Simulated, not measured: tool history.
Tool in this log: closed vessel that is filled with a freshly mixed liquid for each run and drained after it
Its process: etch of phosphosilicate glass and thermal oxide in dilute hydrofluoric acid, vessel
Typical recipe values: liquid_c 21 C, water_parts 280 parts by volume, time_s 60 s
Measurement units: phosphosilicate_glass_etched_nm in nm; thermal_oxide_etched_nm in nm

| run | day | liquid_c | water_parts | time_s | wafers since the last listed run | hours since the thermometer was replaced | hours since the hydrofluoric acid flow meter was replaced | hours since the gauge calibration | read-back film thickness of the phosphosilicate glass reference wafer, read on the same gauge (nm) | read-back film thickness of the thermal oxide reference wafer, read on the same gauge (nm) | phosphosilicate_glass_etched_nm | thermal_oxide_etched_nm |
|---|---|---|---|---|---|---|---|---|---|---|---|---|
| 1 | 0 | 21 | 280 | 60 | 0 | 1036.8 | 164 | 2197.8 | 116.9 | 38.98 | 25.04 | 0.703 |
| 2 | 2.604 | 21 | 280 | 60 | 4623 | 1099.3 | 226.5 | 2260.3 | 116.84 | 38.949 | 24.92 | 0.68 |
| 3 | 3.95 | 17.5 | 335 | 60 | 2389 | 1131.6 | 258.8 | 2292.6 | 116.79 | 38.94 | 17.66 | 0.48 |
| 4 | 6.838 | 21 | 280 | 60 | 5126 | 1200.9 | 328.1 | 2361.9 | 116.68 | 38.902 | 24.93 | 0.695 |
| 5 | 9.167 | 23 | 220 | 90 | 4135 | 1256.8 | 384 | 2417.8 | 116.6 | 38.884 | 54.34 | 1.563 |
|  | 9.8 | gauge calibrated |
|  | 11.079 | thermometer replaced |
| 6 | 12.121 | 21 | 355 | 30 | 5170 | 25 | 454.9 | 55.7 | 120.69 | 40.224 | 9.52 | 0.274 |
| 7 | 13.85 | 21 | 280 | 80 | 3070 | 66.5 | 496.4 | 97.2 | 120.61 | 40.218 | 34.62 | 0.949 |
|  | 15.65 | hydrofluoric acid flow meter replaced |
| 8 | 16.408 | 18 | 370 | 70 | 4468 | 127.9 | 18.2 | 158.6 | 120.58 | 40.21 | 19.21 | 0.516 |
| 9 | 18.929 | 21 | 280 | 60 | 4475 | 188.4 | 78.7 | 219.1 | 120.49 | 40.142 | 25.84 | 0.74 |
| 10 | 20.208 | 22.5 | 385 | 85 | 2271 | 219.1 | 109.4 | 249.8 | 120.45 | 40.158 | 25.7 | 0.777 |
| 11 | 23.188 | 18 | 395 | 70 | 5289 | 290.6 | 180.9 | 321.3 | 120.3 | 40.147 | 17.37 | 0.497 |
| 12 | 24.725 | 23.5 | 180 | 30 | 2729 | 327.5 | 217.8 | 358.2 | 120.29 | 40.093 | 24.22 | 0.714 |
| 13 | 26.096 | 21 | 280 | 60 | 2433 | 360.4 | 250.7 | 391.1 | 120.22 | 40.067 | 25.69 | 0.696 |
| 14 | 27.208 | 21 | 400 | 60 | 1975 | 387.1 | 277.4 | 417.8 | 120.19 | 40.077 | 16.42 | 0.461 |
| 15 | 28.392 | 24.5 | 180 | 60 | 2100 | 415.5 | 305.8 | 446.2 | 120.12 | 40.035 | 50.41 | 1.39 |
| 16 | 30.729 | 21 | 240 | 60 | 4150 | 471.6 | 361.9 | 502.3 | 120.06 | 40.053 | 31.15 | 0.935 |
| 17 | 33.675 | 24 | 160 | 60 | 5230 | 542.3 | 432.6 | 573 | 120.02 | 39.983 | 57.17 | 1.522 |
| 18 | 36.333 | 19.5 | 385 | 90 | 4719 | 606.1 | 496.4 | 636.8 | 119.89 | 39.962 | 24.28 | 0.668 |

Forecast run 19:
| 19 | 38.033 | 21 | 380 | 60 | 3018 | 646.9 | 537.2 | 677.6 | ? | ? | ? | ? |

Logged for run 19: read-back film thickness of the phosphosilicate glass reference wafer, read on the same gauge (nm) 119.89, read-back film thickness of the thermal oxide reference wafer, read on the same gauge (nm) 39.952, phosphosilicate_glass_etched_nm 17.22 nm, thermal_oxide_etched_nm 0.48 nm.
On a tool with no hidden condition, and with the same random variation, this run would have come out at phosphosilicate_glass_etched_nm 17.25 nm, thermal_oxide_etched_nm 0.481 nm.
